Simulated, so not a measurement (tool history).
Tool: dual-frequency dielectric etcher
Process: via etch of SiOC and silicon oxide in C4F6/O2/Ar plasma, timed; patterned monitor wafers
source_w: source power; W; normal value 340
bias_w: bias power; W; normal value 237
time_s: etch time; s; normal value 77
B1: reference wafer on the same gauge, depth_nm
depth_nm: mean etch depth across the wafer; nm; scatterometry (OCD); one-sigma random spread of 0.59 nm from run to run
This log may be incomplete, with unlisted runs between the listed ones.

run 1 hour=0 | source_w=340 bias_w=196 time_s=69 | B1=81.8 | depth_nm=72.3
run 2 hour=64.8 | source_w=340 bias_w=237 time_s=77 | B1=81.3 | depth_nm=86
run 3 hour=121.9 | source_w=340 bias_w=237 time_s=77 | B1=82 | depth_nm=85.3
run 4 hour=158.3 | source_w=340 bias_w=237 time_s=77 | B1=81.6 | depth_nm=85.4
run 5 hour=189.8 | source_w=340 bias_w=237 time_s=77 | B1=81.7 | depth_nm=86.2
run 6 hour=230.7 | source_w=340 bias_w=237 time_s=77 | B1=81.5 | depth_nm=85.7
-- hour=283.1 wet clean of the chamber
run 7 hour=301.9 | source_w=340 bias_w=237 time_s=77 | B1=81.6 | depth_nm=85.8
-- hour=341.8 source power generator calibrated
run 8 hour=363.7 | source_w=340 bias_w=237 time_s=77 | B1=81.6 | depth_nm=84.4
-- hour=418.5 upper electrode replaced
run 9 hour=419 | source_w=290 bias_w=192 time_s=57 | B1=81.7 | depth_nm=56.2
run 10 hour=454 | source_w=420 bias_w=288 time_s=77 | B1=81.6 | depth_nm=96
run 11 hour=495.7 | source_w=260 bias_w=237 time_s=77 | B1=81.4 | depth_nm=77.8
-- hour=522.1 gauge calibrated
-- hour=563.4 bias power generator calibrated
run 12 hour=563.9 | source_w=340 bias_w=237 time_s=77 | B1=81.5 | depth_nm=85.2
run 13 hour=601.1 | source_w=270 bias_w=286 time_s=99.5 | B1=81.2 | depth_nm=108.5
-- hour=644.9 wet clean of the chamber
run 14 hour=645.4 | source_w=420 bias_w=278 time_s=77 | B1=81.6 | depth_nm=95.4
run 15 hour=666.8 | source_w=340 bias_w=179 time_s=77 | B1=81.7 | depth_nm=79.1
run 16 hour=713.5 | source_w=280 bias_w=237 time_s=54.5 | B1=81.8 | depth_nm=56.1
run 17 hour=746.3 | source_w=360 bias_w=208 time_s=58 | B1=81.6 | depth_nm=63.1

Consider 5 possible next runs. They are alternatives, not a sequence: every one starts from the tool as it was left by run 17. What does each give?
run A hour=746.7 | source_w=340 bias_w=237 time_s=77 | B1=? | depth_nm=?
run B hour=746.7 | source_w=340 bias_w=237 time_s=99 | B1=? | depth_nm=?
run C hour=746.7 | source_w=420 bias_w=237 time_s=55.5 | B1=? | depth_nm=?
run D hour=746.7 | source_w=340 bias_w=293 time_s=77 | B1=? | depth_nm=?
run E hour=746.7 | source_w=390 bias_w=237 time_s=90.5 | B1=? | depth_nm=?

run=A B1=81.6 depth_nm=85.5
run=B B1=81.6 depth_nm=110
run=C B1=81.6 depth_nm=66.2
run=D B1=81.6 depth_nm=90.6
run=E B1=81.6 depth_nm=105.3
With no hidden state in the tool, these same runs would have given:
run=A depth_nm=85.5
run=B depth_nm=110
run=C depth_nm=66.2
run=D depth_nm=90.6
run=E depth_nm=105.3
